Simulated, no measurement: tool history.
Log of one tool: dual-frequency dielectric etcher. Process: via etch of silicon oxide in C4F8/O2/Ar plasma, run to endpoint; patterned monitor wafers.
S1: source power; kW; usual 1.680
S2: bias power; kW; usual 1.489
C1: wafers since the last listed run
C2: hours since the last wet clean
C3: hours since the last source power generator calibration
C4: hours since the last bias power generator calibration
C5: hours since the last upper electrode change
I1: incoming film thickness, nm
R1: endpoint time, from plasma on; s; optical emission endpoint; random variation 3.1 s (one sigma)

{"run": 1, "hour": 0.0, "S1": 1.68, "S2": 1.489, "C1": 0, "C2": 135.1, "C3": 1421.0, "C4": 2174.2, "C5": 1972.3, "I1": 1991.4, "R1": 472.6}
{"run": 2, "hour": 30.1, "S1": 1.68, "S2": 1.489, "C1": 108, "C2": 165.2, "C3": 1451.1, "C4": 2204.3, "C5": 2002.4, "I1": 1988.0, "R1": 470.7}
{"run": 3, "hour": 44.7, "S1": 1.68, "S2": 1.489, "C1": 52, "C2": 179.8, "C3": 1465.7, "C4": 2218.9, "C5": 2017.0, "I1": 1978.7, "R1": 468.7}
{"run": 4, "hour": 74.9, "S1": 1.99, "S2": 1.489, "C1": 108, "C2": 210.0, "C3": 1495.9, "C4": 2249.1, "C5": 2047.2, "I1": 1974.5, "R1": 446.0}
{"run": 5, "hour": 104.5, "S1": 1.99, "S2": 1.489, "C1": 106, "C2": 239.6, "C3": 1525.5, "C4": 2278.7, "C5": 2076.8, "I1": 2009.6, "R1": 453.3}
{"run": 6, "hour": 130.5, "S1": 1.68, "S2": 1.199, "C1": 93, "C2": 265.6, "C3": 1551.5, "C4": 2304.7, "C5": 2102.8, "I1": 1988.0, "R1": 508.0}
{"hour": 146.1, "done": "source power generator calibrated"}
{"run": 7, "hour": 154.3, "S1": 1.45, "S2": 1.489, "C1": 71, "C2": 289.4, "C3": 8.2, "C4": 2328.5, "C5": 2126.6, "I1": 1974.0, "R1": 500.3}
{"run": 8, "hour": 180.5, "S1": 1.45, "S2": 1.489, "C1": 94, "C2": 315.6, "C3": 34.4, "C4": 2354.7, "C5": 2152.8, "I1": 1997.8, "R1": 503.2}
{"hour": 229.1, "done": "wet clean of the chamber"}
{"run": 9, "hour": 233.8, "S1": 1.68, "S2": 1.489, "C1": 105, "C2": 4.7, "C3": 87.7, "C4": 2408.0, "C5": 2206.1, "I1": 1976.2, "R1": 458.5}
{"run": 10, "hour": 265.6, "S1": 1.68, "S2": 1.651, "C1": 114, "C2": 36.5, "C3": 119.5, "C4": 2439.8, "C5": 2237.9, "I1": 1995.0, "R1": 452.7}
{"hour": 279.5, "done": "bias power generator calibrated"}
{"run": 11, "hour": 291.5, "S1": 1.68, "S2": 1.37, "C1": 78, "C2": 62.4, "C3": 145.4, "C4": 12.0, "C5": 2263.8, "I1": 1975.4, "R1": 475.9}
{"run": 12, "hour": 305.2, "S1": 1.48, "S2": 1.176, "C1": 49, "C2": 76.1, "C3": 159.1, "C4": 25.7, "C5": 2277.5, "I1": 1976.7, "R1": 520.7}
{"hour": 349.2, "done": "upper electrode replaced"}
{"run": 13, "hour": 349.7, "S1": 1.68, "S2": 1.489, "C1": 73, "C2": 120.6, "C3": 203.6, "C4": 70.2, "C5": 0.5, "I1": 1999.9, "R1": 477.2}
{"run": 14, "hour": 350.1, "S1": 1.68, "S2": 1.489, "C1": 1, "C2": 121.0, "C3": 204.0, "C4": 70.6, "C5": 0.9, "I1": 1987.5, "R1": 475.6}
{"run": 15, "hour": 378.2, "S1": 1.68, "S2": 1.31, "C1": 101, "C2": 149.1, "C3": 232.1, "C4": 98.7, "C5": 29.0, "I1": 2005.1, "R1": 496.0}
{"run": 16, "hour": 405.2, "S1": 1.29, "S2": 1.274, "C1": 97, "C2": 176.1, "C3": 259.1, "C4": 125.7, "C5": 56.0, "I1": 1996.4, "R1": 546.0}
{"run": 17, "hour": 419.7, "S1": 1.55, "S2": 1.328, "C1": 52, "C2": 190.6, "C3": 273.6, "C4": 140.2, "C5": 70.5, "I1": 2001.1, "R1": 506.9}
{"run": 18, "hour": 434.8, "S1": 1.68, "S2": 1.85, "C1": 54, "C2": 205.7, "C3": 288.7, "C4": 155.3, "C5": 85.6, "I1": 1996.8, "R1": 451.4}
{"run": 19, "hour": 468.3, "S1": 1.89, "S2": 1.737, "C1": 120, "C2": 239.2, "C3": 322.2, "C4": 188.8, "C5": 119.1, "I1": 1982.2, "R1": 436.3}
{"run": 20, "hour": 482.5, "S1": 1.68, "S2": 1.489, "C1": 51, "C2": 253.4, "C3": 336.4, "C4": 203.0, "C5": 133.3, "I1": 1994.8, "R1": 477.7}

Measured less the same run without the tool's hidden state. The same run-to-run variation is in both; the gauge's scatter may not be:
The hidden state here: etch rate over this chamber's usual, %; source power that arrives over what is set, %; bias power that arrives over what is set, %.
run=1 R1=+9.0
run=2 R1=+10.3
run=3 R1=+10.9
run=4 R1=+11.7
run=5 R1=+13.1
run=6 R1=+16.0
run=7 R1=+16.9
run=8 R1=+18.3
run=9 R1=+2.3
run=10 R1=+3.6
run=11 R1=+5.0
run=12 R1=+6.2
run=13 R1=+7.7
run=14 R1=+7.7
run=15 R1=+9.3
run=16 R1=+11.7
run=17 R1=+11.6
run=18 R1=+11.0
run=19 R1=+12.0
run=20 R1=+13.8

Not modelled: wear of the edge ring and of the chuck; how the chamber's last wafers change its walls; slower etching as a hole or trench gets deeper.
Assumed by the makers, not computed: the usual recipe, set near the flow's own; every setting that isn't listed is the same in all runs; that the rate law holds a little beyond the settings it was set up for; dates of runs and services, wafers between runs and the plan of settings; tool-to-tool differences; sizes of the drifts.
